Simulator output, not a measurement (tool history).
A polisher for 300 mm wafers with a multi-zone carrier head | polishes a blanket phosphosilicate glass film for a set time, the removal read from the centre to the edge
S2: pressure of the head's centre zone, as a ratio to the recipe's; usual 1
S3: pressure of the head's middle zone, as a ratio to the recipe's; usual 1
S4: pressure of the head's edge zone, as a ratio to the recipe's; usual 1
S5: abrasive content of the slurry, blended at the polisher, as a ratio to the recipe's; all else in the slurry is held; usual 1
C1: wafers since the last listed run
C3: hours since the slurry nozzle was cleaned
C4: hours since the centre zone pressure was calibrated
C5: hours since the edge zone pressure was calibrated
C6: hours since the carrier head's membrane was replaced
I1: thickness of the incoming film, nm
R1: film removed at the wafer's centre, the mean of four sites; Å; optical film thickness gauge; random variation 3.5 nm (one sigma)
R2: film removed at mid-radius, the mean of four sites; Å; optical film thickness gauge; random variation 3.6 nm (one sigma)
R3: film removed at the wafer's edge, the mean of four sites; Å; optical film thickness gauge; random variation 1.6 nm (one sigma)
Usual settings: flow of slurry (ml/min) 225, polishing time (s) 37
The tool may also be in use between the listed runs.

{"run": 1, "hour": 0.0, "flow of slurry (ml/min)": 225, "S2": 1, "S3": 1, "S4": 1, "S5": 1, "polishing time (s)": 37, "C1": 0, "wafers polished on this pad": 1243, "C3": 366.6, "C4": 424.3, "C5": 62.9, "C6": 293.8, "I1": 3092.9, "R1": 2352, "R2": 2397, "R3": 2330}
{"run": 2, "hour": 64.2, "flow of slurry (ml/min)": 225, "S2": 1, "S3": 1, "S4": 1, "S5": 1, "polishing time (s)": 37, "C1": 480, "wafers polished on this pad": 1724, "C3": 430.8, "C4": 488.5, "C5": 127.1, "C6": 358, "I1": 3176.7, "R1": 2251, "R2": 2254, "R3": 2307}
{"run": 3, "hour": 122.1, "flow of slurry (ml/min)": 225, "S2": 1, "S3": 1, "S4": 1, "S5": 1, "polishing time (s)": 37, "C1": 433, "wafers polished on this pad": 2157, "C3": 488.7, "C4": 546.4, "C5": 185, "C6": 415.9, "I1": 3149.8, "R1": 2251, "R2": 2232, "R3": 2277}
{"run": 4, "hour": 165.8, "flow of slurry (ml/min)": 225, "S2": 1, "S3": 1, "S4": 1, "S5": 1, "polishing time (s)": 37, "C1": 327, "wafers polished on this pad": 2484, "C3": 532.4, "C4": 590.1, "C5": 228.7, "C6": 459.6, "I1": 3153.3, "R1": 2254, "R2": 2340, "R3": 2245}
{"hour": 184.8, "done": "worn pad replaced by a new one"}
{"hour": 208.2, "done": "centre zone pressure recalibrated"}
{"run": 5, "hour": 228.8, "flow of slurry (ml/min)": 225, "S2": 1, "S3": 1, "S4": 1, "S5": 1.2, "polishing time (s)": 37, "C1": 426, "wafers polished on this pad": 314, "C3": 595.4, "C4": 20.6, "C5": 291.7, "C6": 522.6, "I1": 3112.2, "R1": 2605, "R2": 2541, "R3": 2571}
{"run": 6, "hour": 271.5, "flow of slurry (ml/min)": 225, "S2": 1, "S3": 1.07, "S4": 1, "S5": 1, "polishing time (s)": 37, "C1": 319, "wafers polished on this pad": 633, "C3": 638.1, "C4": 63.3, "C5": 334.4, "C6": 565.3, "I1": 3141.8, "R1": 2377, "R2": 2440, "R3": 2346}
{"run": 7, "hour": 332.3, "flow of slurry (ml/min)": 185, "S2": 1, "S3": 1, "S4": 1, "S5": 1, "polishing time (s)": 37, "C1": 455, "wafers polished on this pad": 1089, "C3": 698.9, "C4": 124.1, "C5": 395.2, "C6": 626.1, "I1": 3112.2, "R1": 2167, "R2": 2220, "R3": 2215}
{"hour": 374.0, "done": "carrier head's membrane replaced by a new one"}
{"run": 8, "hour": 379.7, "flow of slurry (ml/min)": 225, "S2": 1, "S3": 1, "S4": 1, "S5": 1, "polishing time (s)": 37, "C1": 317, "wafers polished on this pad": 1406, "C3": 746.3, "C4": 171.5, "C5": 442.6, "C6": 5.7, "I1": 3169.4, "R1": 2282, "R2": 2226, "R3": 2254}
{"hour": 413.6, "done": "slurry nozzle cleaned"}
{"run": 9, "hour": 429.3, "flow of slurry (ml/min)": 225, "S2": 1, "S3": 1, "S4": 1, "S5": 1, "polishing time (s)": 37, "C1": 363, "wafers polished on this pad": 1770, "C3": 15.7, "C4": 221.1, "C5": 492.2, "C6": 55.3, "I1": 3148.4, "R1": 2195, "R2": 2247, "R3": 2213}
{"run": 10, "hour": 495.9, "flow of slurry (ml/min)": 225, "S2": 1, "S3": 1, "S4": 0.88, "S5": 1.15, "polishing time (s)": 37, "C1": 498, "wafers polished on this pad": 2268, "C3": 82.3, "C4": 287.7, "C5": 558.8, "C6": 121.9, "I1": 3180.4, "R1": 2242, "R2": 2313, "R3": 2146}
{"run": 11, "hour": 563.7, "flow of slurry (ml/min)": 260, "S2": 1, "S3": 1.06, "S4": 1, "S5": 1, "polishing time (s)": 37, "C1": 507, "wafers polished on this pad": 2776, "C3": 150.1, "C4": 355.5, "C5": 626.6, "C6": 189.7, "I1": 3145, "R1": 2177, "R2": 2283, "R3": 2196}
{"hour": 570.1, "done": "worn pad replaced by a new one"}
{"run": 12, "hour": 592.6, "flow of slurry (ml/min)": 280, "S2": 1.08, "S3": 1, "S4": 1, "S5": 1.2, "polishing time (s)": 32, "C1": 186, "wafers polished on this pad": 168, "C3": 179, "C4": 384.4, "C5": 655.5, "C6": 218.6, "I1": 3112.8, "R1": 2528, "R2": 2406, "R3": 2403}
{"run": 13, "hour": 630.7, "flow of slurry (ml/min)": 225, "S2": 1, "S3": 1, "S4": 1, "S5": 1.25, "polishing time (s)": 37, "C1": 285, "wafers polished on this pad": 453, "C3": 217.1, "C4": 422.5, "C5": 693.6, "C6": 256.7, "I1": 3122.7, "R1": 2566, "R2": 2698, "R3": 2655}
{"hour": 650.7, "done": "edge zone pressure recalibrated"}
{"run": 14, "hour": 664.6, "flow of slurry (ml/min)": 160, "S2": 1, "S3": 0.88, "S4": 0.95, "S5": 1, "polishing time (s)": 37, "C1": 238, "wafers polished on this pad": 692, "C3": 251, "C4": 456.4, "C5": 13.9, "C6": 290.6, "I1": 3185.7, "R1": 2225, "R2": 2091, "R3": 2285}
{"run": 15, "hour": 705.7, "flow of slurry (ml/min)": 225, "S2": 1, "S3": 1, "S4": 1, "S5": 1, "polishing time (s)": 37, "C1": 307, "wafers polished on this pad": 1000, "C3": 292.1, "C4": 497.5, "C5": 55, "C6": 331.7, "I1": 3108.4, "R1": 2334, "R2": 2391, "R3": 2347}
{"run": 16, "hour": 733.9, "flow of slurry (ml/min)": 225, "S2": 1, "S3": 1, "S4": 1.07, "S5": 1, "polishing time (s)": 41, "C1": 211, "wafers polished on this pad": 1211, "C3": 320.3, "C4": 525.7, "C5": 83.2, "C6": 359.9, "I1": 3194.8, "R1": 2506, "R2": 2626, "R3": 2664}
{"run": 17, "hour": 785.9, "flow of slurry (ml/min)": 225, "S2": 1, "S3": 1, "S4": 1.12, "S5": 1.25, "polishing time (s)": 32, "C1": 389, "wafers polished on this pad": 1600, "C3": 372.3, "C4": 577.7, "C5": 135.2, "C6": 411.9, "I1": 3145, "R1": 2083, "R2": 2154, "R3": 2261}
{"hour": 802.3, "done": "centre zone pressure recalibrated"}
{"run": 18, "hour": 852.0, "flow of slurry (ml/min)": 185, "S2": 0.89, "S3": 0.89, "S4": 1, "S5": 1, "polishing time (s)": 37, "C1": 479, "wafers polished on this pad": 2080, "C3": 438.4, "C4": 49.7, "C5": 201.3, "C6": 478, "I1": 3152.2, "R1": 2045, "R2": 2017, "R3": 2238}
{"hour": 872.2, "done": "worn pad replaced by a new one"}
{"run": 19, "hour": 903.4, "flow of slurry (ml/min)": 225, "S2": 1.04, "S3": 1, "S4": 1, "S5": 0.85, "polishing time (s)": 37, "C1": 354, "wafers polished on this pad": 233, "C3": 489.8, "C4": 101.1, "C5": 252.7, "C6": 529.4, "I1": 3205.7, "R1": 2508, "R2": 2422, "R3": 2390}
{"run": 20, "hour": 928.7, "flow of slurry (ml/min)": 225, "S2": 1, "S3": 1, "S4": 1, "S5": 1, "polishing time (s)": 49, "C1": 189, "wafers polished on this pad": 422, "C3": 515.1, "C4": 126.4, "C5": 278, "C6": 554.7, "I1": 3138.9, "R1": 3275, "R2": 3335, "R3": 3288}
{"hour": 975.0, "done": "carrier head's membrane replaced by a new one"}
{"run": 21, "hour": 990.0, "flow of slurry (ml/min)": 175, "S2": 1, "S3": 0.93, "S4": 0.89, "S5": 1, "polishing time (s)": 37, "C1": 421, "wafers polished on this pad": 844, "C3": 576.4, "C4": 187.7, "C5": 339.3, "C6": 15, "I1": 3141.5, "R1": 2321, "R2": 2200, "R3": 2218}

4 ways to go on from here, each from the tool as it stands after run 21. What would each give?
{"run": "A", "hour": 990.4, "flow of slurry (ml/min)": 225, "S2": 1, "S3": 1, "S4": 1, "S5": 1, "polishing time (s)": 37, "C1": 2, "wafers polished on this pad": 847, "C3": 576.8, "C4": 188.1, "C5": 339.7, "C6": 15.4, "I1": 3156.3, "R1": "?", "R2": "?", "R3": "?"}
{"run": "B", "hour": 990.4, "flow of slurry (ml/min)": 225, "S2": 1.04, "S3": 1, "S4": 1, "S5": 1, "polishing time (s)": 37, "C1": 2, "wafers polished on this pad": 847, "C3": 576.8, "C4": 188.1, "C5": 339.7, "C6": 15.4, "I1": 3156.3, "R1": "?", "R2": "?", "R3": "?"}
{"run": "C", "hour": 990.4, "flow of slurry (ml/min)": 225, "S2": 1, "S3": 1.06, "S4": 1.05, "S5": 1, "polishing time (s)": 37, "C1": 2, "wafers polished on this pad": 847, "C3": 576.8, "C4": 188.1, "C5": 339.7, "C6": 15.4, "I1": 3156.3, "R1": "?", "R2": "?", "R3": "?"}
{"run": "D", "hour": 990.4, "flow of slurry (ml/min)": 145, "S2": 1, "S3": 1.09, "S4": 0.95, "S5": 1, "polishing time (s)": 50, "C1": 2, "wafers polished on this pad": 847, "C3": 576.8, "C4": 188.1, "C5": 339.7, "C6": 15.4, "I1": 3156.3, "R1": "?", "R2": "?", "R3": "?"}

run=A R1=2435 R2=2407 R3=2383
run=B R1=2522 R2=2407 R3=2383
run=C R1=2436 R2=2529 R3=2439
run=D R1=3136 R2=3351 R3=3039
Without the tool's hidden state the same runs would have given:
run=A R1=2745 R2=2668 R3=2641
run=B R1=2843 R2=2667 R3=2641
run=C R1=2747 R2=2803 R3=2703
run=D R1=3536 R2=3713 R3=3368
